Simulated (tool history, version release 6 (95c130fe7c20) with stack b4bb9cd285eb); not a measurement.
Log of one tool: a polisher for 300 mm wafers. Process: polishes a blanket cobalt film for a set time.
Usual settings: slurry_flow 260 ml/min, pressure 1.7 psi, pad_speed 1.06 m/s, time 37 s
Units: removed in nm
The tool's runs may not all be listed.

| run | hour | slurry_flow | pressure | pad_speed | time | incoming thickness of the incoming film, nm | removed |
|---|---|---|---|---|---|---|---|
| 1 | 0 | 260 | 1.7 | 1.06 | 37 | 762.7 | 131.4 |
|  | 1.4 | worn pad replaced by a new one |
| 2 | 16.2 | 260 | 1.7 | 1.06 | 37 | 753.6 | 138.7 |
| 3 | 26 | 260 | 1.7 | 1.06 | 37 | 751.7 | 137.9 |
| 4 | 34.1 | 305 | 1.7 | 0.76 | 37 | 766 | 109.8 |
| 5 | 41.1 | 220 | 1.7 | 1.06 | 37 | 748.1 | 131.7 |
|  | 51.7 | worn pad replaced by a new one |
| 6 | 52.2 | 220 | 1.7 | 1.06 | 37 | 759.8 | 137.3 |
| 7 | 58.2 | 220 | 1.7 | 1.06 | 37 | 754.7 | 135.1 |
| 8 | 71.4 | 260 | 1.3 | 1.06 | 28 | 750.4 | 80.1 |
| 9 | 80.1 | 240 | 1.7 | 1.06 | 37 | 753.8 | 136.9 |
| 10 | 96.8 | 240 | 1.7 | 1.06 | 37 | 756.8 | 134.9 |
|  | 113.3 | worn pad replaced by a new one |
| 11 | 113.8 | 260 | 1.7 | 1.06 | 45 | 751.1 | 169.7 |
| 12 | 124.8 | 260 | 1.7 | 1.06 | 37 | 746.5 | 136.6 |
|  | 134.9 | head pressure recalibrated |
| 13 | 139.1 | 225 | 2 | 1.06 | 37 | 753.3 | 158.8 |
| 14 | 151.4 | 260 | 1.7 | 1.06 | 37 | 755 | 134.9 |
| 15 | 161.3 | 260 | 1.7 | 1.06 | 37 | 744.5 | 131.6 |
|  | 166.3 | slurry nozzle cleaned |
|  | 173.2 | worn pad replaced by a new one |
| 16 | 177.1 | 260 | 2 | 0.78 | 37 | 737.3 | 131.6 |
| 17 | 194.1 | 260 | 1.7 | 1.32 | 37 | 741.9 | 161.6 |
| 18 | 206.5 | 330 | 1.4 | 1.06 | 25 | 750.8 | 78 |
|  | 222.5 | worn pad replaced by a new one |
| 19 | 222.9 | 260 | 1.7 | 1.06 | 26 | 741.7 | 96.7 |
| 20 | 230.5 | 220 | 1.7 | 1.06 | 27 | 754.3 | 100.8 |
| 21 | 237.6 | 260 | 2 | 1.06 | 37 | 760.5 | 163.1 |

The same runs without the tool's hidden state, with the same run-to-run variation:
The hidden state here: removal rate lost through wear of the pad, %; slurry flow missing at the pad, %; deviation of the head's pressure from its setpoint, %.
| run | removed |
|---|---|
| 1 | 137.1 |
| 2 | 139.5 |
| 3 | 139.6 |
| 4 | 112.1 |
| 5 | 135.6 |
| 6 | 137.4 |
| 7 | 135.3 |
| 8 | 80.6 |
| 9 | 138.9 |
| 10 | 139.8 |
| 11 | 171.2 |
| 12 | 138.2 |
| 13 | 162.1 |
| 14 | 139.6 |
| 15 | 138.2 |
| 16 | 131.8 |
| 17 | 162.9 |
| 18 | 79.6 |
| 19 | 97.4 |
| 20 | 101.7 |
| 21 | 165 |
